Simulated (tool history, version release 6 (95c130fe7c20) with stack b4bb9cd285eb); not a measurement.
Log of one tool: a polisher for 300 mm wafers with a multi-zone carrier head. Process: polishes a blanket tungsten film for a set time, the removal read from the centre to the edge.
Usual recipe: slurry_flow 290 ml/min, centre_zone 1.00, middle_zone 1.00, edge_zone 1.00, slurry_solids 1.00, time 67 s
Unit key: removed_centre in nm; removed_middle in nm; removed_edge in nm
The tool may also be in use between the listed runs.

run    hour  slurry_flow  centre_zone  middle_zone  edge_zone  slurry_solids  time  incoming thickness of the incoming film, nm  removed_centre  removed_middle  removed_edge
  1     0.0          290         0.95         1.00       1.00           1.00    67                                       1502.6           551.8           582.4         578.8
  2    72.4          290         0.95         1.00       1.00           1.00    67                                       1482.0           537.5           575.8         560.3
       96.8  -- worn pad replaced by a new one
      142.6  -- slurry nozzle cleaned
  3   158.7          290         1.00         1.00       0.97           1.00    73                                       1493.0           655.7           650.8         635.4
  4   240.7          290         0.90         0.93       1.00           1.00    67                                       1465.4           531.2           553.9         578.5
  5   333.3          290         0.90         0.93       1.00           1.00    67                                       1501.7           512.6           531.4         572.1
      366.8  -- worn pad replaced by a new one
  6   373.4          290         1.00         1.00       1.00           1.00    67                                       1502.4           560.7           572.2         566.2
      400.5  -- centre zone pressure recalibrated
      421.1  -- slurry nozzle cleaned
  7   480.2          290         1.05         1.00       1.00           1.00    67                                       1457.4           631.9           583.2         585.8
  8   524.8          290         1.00         1.00       1.00           1.00    67                                       1455.3           593.0           587.1         581.3
  9   608.9          290         1.00         1.00       1.00           1.00    67                                       1488.9           575.4           577.0         574.6
      651.1  -- worn pad replaced by a new one
      683.5  -- carrier head's membrane replaced by a new one
      692.4  -- slurry nozzle cleaned
 10   715.6          290         1.00         1.00       1.00           1.00    50                                       1511.0           448.8           448.9         446.8
 11   822.9          290         1.00         1.00       1.00           1.00    67                                       1491.9           586.4           583.1         570.2
      907.4  -- worn pad replaced by a new one
 12   919.6          290         1.00         1.00       0.96           1.00    67                                       1489.6           577.2           578.3         567.9
      950.2  -- edge zone pressure recalibrated
 13   985.4          240         1.09         1.00       1.06           1.00    67                                       1481.8           601.2           542.0         569.2
     1021.6  -- slurry nozzle cleaned
 14  1098.8          290         1.00         1.00       1.00           1.30    67                                       1484.0           636.1           644.8         632.0
 15  1148.1          290         1.00         1.00       0.91           1.00    67                                       1475.9           592.5           594.3         552.9
     1161.1  -- worn pad replaced by a new one
 16  1200.1          350         1.10         1.00       1.00           1.00    67                                       1465.8           662.7           599.2         596.1
 17  1280.7          290         1.09         1.00       0.94           1.00    67                                       1482.4           629.2           577.8         563.0
 18  1317.1          290         1.00         1.00       1.00           1.00    67                                       1479.5           575.1           580.8         576.5

Forecast each of these 5 alternatives for the next run:
  A  1317.5          290         1.00         1.00       1.00           1.10    67                                       1480.6               ?               ?             ?
  B  1317.5          290         1.10         1.07       0.96           1.00    56                                       1480.6               ?               ?             ?
  C  1317.5          290         1.00         0.94       1.00           1.20    83                                       1480.6               ?               ?             ?
  D  1317.5          290         1.00         1.00       0.94           1.15    67                                       1480.6               ?               ?             ?
  E  1317.5          210         1.00         1.00       0.90           0.90    80                                       1480.6               ?               ?             ?

run  removed_centre  removed_middle  removed_edge
  A           589.9           586.2         588.8
  B           529.3           505.6         470.0
  C           747.6           705.6         747.1
  D           596.9           593.3         578.5
  E           621.0           622.3         605.5
With the hidden condition removed and each run's random variation left untouched, the same runs would have given:
run  removed_centre  removed_middle  removed_edge
  A           635.6           627.0         619.2
  B           570.4           540.8         494.3
  C           805.6           754.8         785.7
  D           643.2           634.6         608.4
  E           688.9           682.5         647.4
